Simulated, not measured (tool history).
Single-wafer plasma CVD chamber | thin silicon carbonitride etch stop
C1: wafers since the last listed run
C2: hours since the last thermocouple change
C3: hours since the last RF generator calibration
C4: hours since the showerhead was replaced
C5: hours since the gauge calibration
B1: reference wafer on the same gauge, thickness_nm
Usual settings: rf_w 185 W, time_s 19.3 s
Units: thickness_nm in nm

Run 1, day 0.000: usual settings; C1 0; C2 1437.0; C3 2273.2; C4 4217.4; C5 75.6; B1 10.301. Result: thickness_nm 10.183 nm.
Run 2, day 0.500: usual settings but rf_w 195 W; C1 312; C2 1449.0; C3 2285.2; C4 4229.4; C5 87.6; B1 10.306. Result: thickness_nm 10.361 nm.
Run 3, day 1.221: usual settings but rf_w 195 W; C1 450; C2 1466.3; C3 2302.5; C4 4246.7; C5 104.9; B1 10.313. Result: thickness_nm 10.354 nm.
Run 4, day 1.525: usual settings; C1 190; C2 1473.6; C3 2309.8; C4 4254.0; C5 112.2; B1 10.311. Result: thickness_nm 10.204 nm.
Run 5, day 1.829: usual settings but time_s 20.7 s; C1 190; C2 1480.9; C3 2317.1; C4 4261.3; C5 119.5; B1 10.318. Result: thickness_nm 10.945 nm.
Run 6, day 2.342: usual settings; C1 320; C2 1493.2; C3 2329.4; C4 4273.6; C5 131.8; B1 10.321. Result: thickness_nm 10.177 nm.
Run 7, day 2.638: usual settings; C1 184; C2 1500.3; C3 2336.5; C4 4280.7; C5 138.9; B1 10.327. Result: thickness_nm 10.199 nm.
Run 8, day 3.238: usual settings but time_s 21.3 s; C1 375; C2 1514.7; C3 2350.9; C4 4295.1; C5 153.3; B1 10.333. Result: thickness_nm 11.293 nm.
Run 9, day 3.896: usual settings but time_s 21.7 s; C1 411; C2 1530.5; C3 2366.7; C4 4310.9; C5 169.1; B1 10.338. Result: thickness_nm 11.486 nm.
Run 10, day 4.567: usual settings; C1 419; C2 1546.6; C3 2382.8; C4 4327.0; C5 185.2; B1 10.348. Result: thickness_nm 10.237 nm.
At day 5.392: showerhead replaced.
Run 11, day 5.412: usual settings; C1 320; C2 1566.9; C3 2403.1; C4 0.5; C5 205.5; B1 10.360. Result: thickness_nm 10.235 nm.
At day 5.583: gauge calibrated.
At day 6.308: thermocouple changed; heater temperature recalibrated.
Run 12, day 6.329: usual settings but rf_w 160 W, time_s 17.3 s; C1 364; C2 0.5; C3 2425.1; C4 22.5; C5 17.9; B1 10.295. Result: thickness_nm 8.715 nm.
Run 13, day 6.592: usual settings but rf_w 200 W, time_s 18.0 s; C1 164; C2 6.8; C3 2431.4; C4 28.8; C5 24.2; B1 10.302. Result: thickness_nm 9.716 nm.
At day 7.496: RF generator calibrated.
Run 14, day 7.517: usual settings but rf_w 160 W, time_s 17.3 s; C1 369; C2 29.0; C3 0.5; C4 51.0; C5 46.4; B1 10.301. Result: thickness_nm 8.725 nm.
Run 15, day 7.546: usual settings but rf_w 195 W; C1 18; C2 29.7; C3 1.2; C4 51.7; C5 47.1; B1 10.304. Result: thickness_nm 10.341 nm.
Run 16, day 7.950: usual settings but rf_w 170 W; C1 252; C2 39.4; C3 10.9; C4 61.4; C5 56.8; B1 10.304. Result: thickness_nm 9.931 nm.
Run 17, day 8.504: usual settings; C1 346; C2 52.7; C3 24.2; C4 74.7; C5 70.1; B1 10.307. Result: thickness_nm 10.164 nm.
Run 18, day 9.088: usual settings; C1 364; C2 66.7; C3 38.2; C4 88.7; C5 84.1; B1 10.312. Result: thickness_nm 10.184 nm.
Run 19, day 9.779: usual settings but rf_w 210 W, time_s 22.8 s; C1 432; C2 83.3; C3 54.8; C4 105.3; C5 100.7; B1 10.314. Result: thickness_nm 12.511 nm.
Run 20, day 10.279: usual settings but rf_w 150 W, time_s 22.0 s; C1 312; C2 95.3; C3 66.8; C4 117.3; C5 112.7; B1 10.319. Result: thickness_nm 10.893 nm.
Run 21, day 10.938: usual settings but rf_w 205 W, time_s 17.8 s; C1 411; C2 111.1; C3 82.6; C4 133.1; C5 128.5; B1 10.324. Result: thickness_nm 9.702 nm.
Run 22, day 12.817: usual settings but time_s 20.7 s; C1 1174; C2 156.2; C3 127.7; C4 178.2; C5 173.6; B1 10.347. Result: thickness_nm 10.937 nm.
Run 23, day 13.550: usual settings but time_s 16.6 s; C1 458; C2 173.8; C3 145.3; C4 195.8; C5 191.2; B1 10.358. Result: thickness_nm 8.801 nm.

The tool's hidden state at each run:
wafer temperature above the value expected at the setpoint (K): 0 in every run
delivered RF power above the setpoint (%): 0 in every run
H1: gauge reads high (%)
run        H1
  1    0.0301
  2     0.061
  3     0.113
  4     0.138
  5     0.165
  6     0.214
  7     0.244
  8     0.311
  9     0.391
 10     0.481
 11     0.606
 12  -0.00769
 13  -0.00351
 14    0.0212
 15    0.0222
 16    0.0381
 17    0.0648
 18    0.0988
 19     0.147
 20     0.188
 21     0.248
 22     0.462
 23     0.564

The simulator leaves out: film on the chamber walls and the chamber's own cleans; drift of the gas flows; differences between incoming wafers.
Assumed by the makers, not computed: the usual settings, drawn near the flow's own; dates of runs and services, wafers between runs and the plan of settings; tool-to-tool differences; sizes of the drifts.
